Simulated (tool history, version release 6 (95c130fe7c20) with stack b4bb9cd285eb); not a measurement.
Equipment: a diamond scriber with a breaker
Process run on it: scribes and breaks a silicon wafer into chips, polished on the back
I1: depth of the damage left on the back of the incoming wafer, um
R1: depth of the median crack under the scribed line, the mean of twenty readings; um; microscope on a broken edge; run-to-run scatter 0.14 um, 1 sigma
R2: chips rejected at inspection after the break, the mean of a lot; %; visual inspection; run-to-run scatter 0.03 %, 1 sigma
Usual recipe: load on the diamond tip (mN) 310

run 1 hour=0.0 | load_on_the_diamond_tip_(mN)=350 | I1=0.03 | R1=8.33 R2=2.41
run 2 hour=60.1 | load_on_the_diamond_tip_(mN)=350 | I1=0.04 | R1=8.10 R2=1.93
run 3 hour=101.1 | load_on_the_diamond_tip_(mN)=375 | I1=0.04 | R1=8.70 R2=4.37
run 4 hour=125.6 | load_on_the_diamond_tip_(mN)=259 | I1=0.04 | R1=5.79 R2=9.50
run 5 hour=173.8 | load_on_the_diamond_tip_(mN)=310 | I1=0.01 | R1=7.16 R2=1.01
run 6 hour=223.6 | load_on_the_diamond_tip_(mN)=271 | I1=0.04 | R1=5.91 R2=8.26
run 7 hour=248.6 | load_on_the_diamond_tip_(mN)=271 | I1=0.04 | R1=5.94 R2=8.84
run 8 hour=293.4 | load_on_the_diamond_tip_(mN)=271 | I1=0.02 | R1=5.92 R2=11.49
run 9 hour=321.0 | load_on_the_diamond_tip_(mN)=310 | I1=0.05 | R1=6.64 R2=2.81
run 10 hour=361.7 | load_on_the_diamond_tip_(mN)=310 | I1=0.04 | R1=6.37 R2=4.11
run 11 hour=423.0 | load_on_the_diamond_tip_(mN)=337 | I1=0.02 | R1=7.88 R2=1.27
run 12 hour=486.0 | load_on_the_diamond_tip_(mN)=310 | I1=0.04 | R1=7.31 R2=0.55
run 13 hour=523.0 | load_on_the_diamond_tip_(mN)=310 | I1=0.05 | R1=7.26 R2=0.60
run 14 hour=587.9 | load_on_the_diamond_tip_(mN)=310 | I1=0.01 | R1=7.23 R2=0.73
run 15 hour=629.3 | load_on_the_diamond_tip_(mN)=254 | I1=0.01 | R1=5.91 R2=11.35
run 16 hour=657.5 | load_on_the_diamond_tip_(mN)=254 | I1=0.03 | R1=5.60 R2=12.61
run 17 hour=710.1 | load_on_the_diamond_tip_(mN)=287 | I1=0.02 | R1=6.32 R2=4.94
run 18 hour=763.6 | load_on_the_diamond_tip_(mN)=287 | I1=0.05 | R1=6.27 R2=5.58
run 19 hour=796.7 | load_on_the_diamond_tip_(mN)=287 | I1=0.03 | R1=6.47 R2=6.48
run 20 hour=822.7 | load_on_the_diamond_tip_(mN)=354 | I1=0.04 | R1=7.47 R2=0.50
run 21 hour=887.9 | load_on_the_diamond_tip_(mN)=383 | I1=0.04 | R1=8.80 R2=5.39
run 22 hour=941.9 | load_on_the_diamond_tip_(mN)=310 | I1=0.02 | R1=7.10 R2=0.67
run 23 hour=975.9 | load_on_the_diamond_tip_(mN)=368 | I1=0.03 | R1=8.65 R2=3.15
run 24 hour=1016.3 | load_on_the_diamond_tip_(mN)=376 | I1=0.04 | R1=8.69 R2=3.36
run 25 hour=1075.2 | load_on_the_diamond_tip_(mN)=219 | I1=0.03 | R1=4.88 R2=28.38
run 26 hour=1123.6 | load_on_the_diamond_tip_(mN)=310 | I1=0.03 | R1=7.06 R2=1.43
run 27 hour=1150.3 | load_on_the_diamond_tip_(mN)=310 | I1=0.01 | R1=6.98 R2=1.50
run 28 hour=1215.0 | load_on_the_diamond_tip_(mN)=364 | I1=0.05 | R1=7.59 R2=1.04
run 29 hour=1268.9 | load_on_the_diamond_tip_(mN)=393 | I1=0.02 | R1=8.27 R2=2.53
run 30 hour=1323.2 | load_on_the_diamond_tip_(mN)=357 | I1=0.03 | R1=8.17 R2=3.13
run 31 hour=1394.4 | load_on_the_diamond_tip_(mN)=372 | I1=0.02 | R1=8.78 R2=5.04
run 32 hour=1456.1 | load_on_the_diamond_tip_(mN)=363 | I1=0.04 | R1=8.68 R2=3.67
run 33 hour=1522.6 | load_on_the_diamond_tip_(mN)=310 | I1=0.04 | R1=7.45 R2=0.63
run 34 hour=1559.4 | load_on_the_diamond_tip_(mN)=397 | I1=0.03 | R1=9.04 R2=7.10
run 35 hour=1590.0 | load_on_the_diamond_tip_(mN)=399 | I1=0.04 | R1=8.96 R2=7.19
run 36 hour=1659.5 | load_on_the_diamond_tip_(mN)=310 | I1=0.03 | R1=6.89 R2=1.41
run 37 hour=1686.8 | load_on_the_diamond_tip_(mN)=310 | I1=0.01 | R1=7.12 R2=1.70
run 38 hour=1719.5 | load_on_the_diamond_tip_(mN)=232 | I1=0.05 | R1=4.86 R2=26.51
run 39 hour=1748.4 | load_on_the_diamond_tip_(mN)=342 | I1=0.02 | R1=7.36 R2=0.52
run 40 hour=1773.2 | load_on_the_diamond_tip_(mN)=310 | I1=0.04 | R1=6.58 R2=3.51
run 41 hour=1829.4 | load_on_the_diamond_tip_(mN)=310 | I1=0.03 | R1=6.28 R2=4.66

The log once held 4 entries between its listed runs, left out of this copy. Where does each go, and what is different about the tool's unlogged condition between the listed run before it and the listed run after it?
Logged between run 10 and run 11: diamond tip replaced by a new one (hour 398.5)
  share of the diamond tip's cutting effectiveness lost through wear, %: 18.9 -> 2.94
  measured less the result without the state, R1: -0.95 -> -0.16 um; R2: +3.64 -> -0.58 %
Logged between run 19 and run 20: load on the tip recalibrated (hour 819.4)
  share of the diamond tip's cutting effectiveness lost through wear, %: 14.3 -> 15.8
  measured less the result without the state, R1: -0.70 -> -0.91 um; R2: +4.88 -> -2.96 %
Logged between run 20 and run 21: diamond tip replaced by a new one (hour 880.4)
  share of the diamond tip's cutting effectiveness lost through wear, %: 15.8 -> 5.16
  measured less the result without the state, R1: -0.91 -> -0.31 um; R2: -2.96 -> -2.29 %
Logged between run 29 and run 30: diamond tip replaced by a new one (hour 1315.5)
  share of the diamond tip's cutting effectiveness lost through wear, %: 16 -> 1.66
  measured less the result without the state, R1: -1.02 -> -0.10 um; R2: -6.85 -> -0.50 %

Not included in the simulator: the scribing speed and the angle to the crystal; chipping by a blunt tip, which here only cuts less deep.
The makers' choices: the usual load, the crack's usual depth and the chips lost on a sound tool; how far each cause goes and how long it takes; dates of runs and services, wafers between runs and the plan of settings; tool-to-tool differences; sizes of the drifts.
